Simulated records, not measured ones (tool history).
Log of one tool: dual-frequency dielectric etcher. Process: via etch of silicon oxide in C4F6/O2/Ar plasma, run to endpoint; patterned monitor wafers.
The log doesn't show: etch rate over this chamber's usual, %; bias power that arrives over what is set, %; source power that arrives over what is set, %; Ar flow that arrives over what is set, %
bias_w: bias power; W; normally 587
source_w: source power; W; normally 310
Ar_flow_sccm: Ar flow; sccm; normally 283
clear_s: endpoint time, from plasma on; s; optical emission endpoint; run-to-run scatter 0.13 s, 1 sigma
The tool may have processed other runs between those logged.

| run | hour | bias_w | source_w | Ar_flow_sccm | wafers since the last listed run | hours since the last wet clean | hours since the last bias power generator calibration | hours since the last source power generator calibration | hours since the last Ar flow controller change | hours since the last upper electrode change | incoming incoming film thickness, nm | clear_s |
|---|---|---|---|---|---|---|---|---|---|---|---|---|
| 1 | 0.0 | 554 | 310 | 283 | 0 | 398.4 | 2489.2 | 1102.8 | 1637.8 | 4768.4 | 66.5 | 14.6 |
| 2 | 12.8 | 554 | 310 | 283 | 156 | 411.2 | 2502.0 | 1115.6 | 1650.6 | 4781.2 | 65.5 | 14.5 |
| 3 | 38.6 | 587 | 310 | 283 | 315 | 437.0 | 2527.8 | 1141.4 | 1676.4 | 4807.0 | 65.8 | 13.7 |
|  | 83.6 | wet clean of the chamber |
| 4 | 144.8 | 587 | 310 | 283 | 1004 | 61.2 | 2634.0 | 1247.6 | 1782.6 | 4913.2 | 66.3 | 14.8 |
|  | 177.4 | Ar flow controller replaced |
| 5 | 177.9 | 587 | 310 | 283 | 331 | 94.3 | 2667.1 | 1280.7 | 0.5 | 4946.3 | 66.2 | 14.8 |
| 6 | 203.0 | 587 | 310 | 283 | 306 | 119.4 | 2692.2 | 1305.8 | 25.6 | 4971.4 | 65.7 | 14.6 |
| 7 | 226.2 | 587 | 310 | 283 | 283 | 142.6 | 2715.4 | 1329.0 | 48.8 | 4994.6 | 66.4 | 14.7 |
| 8 | 245.8 | 587 | 310 | 283 | 239 | 162.2 | 2735.0 | 1348.6 | 68.4 | 5014.2 | 66.6 | 14.7 |
|  | 281.3 | bias power generator calibrated |
| 9 | 281.7 | 587 | 310 | 283 | 389 | 198.1 | 0.4 | 1384.5 | 104.3 | 5050.1 | 66.6 | 14.4 |
| 10 | 313.3 | 587 | 310 | 283 | 386 | 229.7 | 32.0 | 1416.1 | 135.9 | 5081.7 | 66.3 | 14.5 |
| 11 | 325.7 | 733 | 310 | 283 | 151 | 242.1 | 44.4 | 1428.5 | 148.3 | 5094.1 | 65.3 | 12.7 |
|  | 342.6 | source power generator calibrated |
| 12 | 344.1 | 587 | 310 | 302 | 175 | 260.5 | 62.8 | 1.5 | 166.7 | 5112.5 | 65.6 | 14.7 |
| 13 | 376.5 | 587 | 310 | 283 | 395 | 292.9 | 95.2 | 33.9 | 199.1 | 5144.9 | 66.4 | 14.4 |
| 14 | 390.4 | 587 | 370 | 283 | 169 | 306.8 | 109.1 | 47.8 | 213.0 | 5158.8 | 66.0 | 13.4 |
| 15 | 416.1 | 587 | 310 | 283 | 313 | 332.5 | 134.8 | 73.5 | 238.7 | 5184.5 | 66.3 | 14.5 |
|  | 446.1 | upper electrode replaced |
|  | 469.0 | wet clean of the chamber |
| 16 | 469.5 | 587 | 310 | 248 | 79 | 0.5 | 188.2 | 126.9 | 292.1 | 23.4 | 66.3 | 14.7 |
| 17 | 469.8 | 587 | 310 | 283 | 3 | 0.8 | 188.5 | 127.2 | 292.4 | 23.7 | 66.2 | 14.9 |
| 18 | 477.8 | 587 | 310 | 283 | 97 | 8.8 | 196.5 | 135.2 | 300.4 | 31.7 | 66.4 | 14.9 |
| 19 | 499.5 | 699 | 250 | 283 | 265 | 30.5 | 218.2 | 156.9 | 322.1 | 53.4 | 65.9 | 14.7 |
| 20 | 514.1 | 730 | 360 | 345 | 178 | 45.1 | 232.8 | 171.5 | 336.7 | 68.0 | 66.1 | 12.6 |
| 21 | 531.5 | 457 | 310 | 237 | 212 | 62.5 | 250.2 | 188.9 | 354.1 | 85.4 | 66.4 | 16.4 |
| 22 | 556.6 | 672 | 310 | 333 | 306 | 87.6 | 275.3 | 214.0 | 379.2 | 110.5 | 66.6 | 14.0 |
| 23 | 572.0 | 587 | 310 | 283 | 188 | 103.0 | 290.7 | 229.4 | 394.6 | 125.9 | 65.8 | 14.4 |
| 24 | 601.7 | 587 | 310 | 261 | 362 | 132.7 | 320.4 | 259.1 | 424.3 | 155.6 | 66.2 | 14.4 |
| 25 | 617.0 | 642 | 310 | 314 | 186 | 148.0 | 335.7 | 274.4 | 439.6 | 170.9 | 65.9 | 14.0 |
| 26 | 629.8 | 587 | 310 | 283 | 156 | 160.8 | 348.5 | 287.2 | 452.4 | 183.7 | 66.0 | 14.4 |
| 27 | 656.9 | 456 | 250 | 323 | 331 | 187.9 | 375.6 | 314.3 | 479.5 | 210.8 | 65.9 | 18.5 |
| 28 | 692.4 | 662 | 350 | 283 | 433 | 223.4 | 411.1 | 349.8 | 515.0 | 246.3 | 65.6 | 12.6 |
| 29 | 722.8 | 587 | 310 | 283 | 371 | 253.8 | 441.5 | 380.2 | 545.4 | 276.7 | 66.2 | 14.5 |

List, for all runs, the conditions of the tool that the log does not record:
bias power that arrives over what is set, %: 0 in every run
source power that arrives over what is set, %: 0 in every run
Ar flow that arrives over what is set, %: 0 in every run
H1: etch rate over this chamber's usual, %
| run | H1 |
|---|---|
| 1 | 4.1 |
| 2 | 4.22 |
| 3 | 4.46 |
| 4 | -0.152 |
| 5 | 0.158 |
| 6 | 0.392 |
| 7 | 0.609 |
| 8 | 0.793 |
| 9 | 1.13 |
| 10 | 1.42 |
| 11 | 1.54 |
| 12 | 1.71 |
| 13 | 2.02 |
| 14 | 2.15 |
| 15 | 2.39 |
| 16 | -0.334 |
| 17 | -0.331 |
| 18 | -0.257 |
| 19 | -0.0536 |
| 20 | 0.0829 |
| 21 | 0.246 |
| 22 | 0.48 |
| 23 | 0.625 |
| 24 | 0.902 |
| 25 | 1.05 |
| 26 | 1.17 |
| 27 | 1.42 |
| 28 | 1.75 |
| 29 | 2.04 |
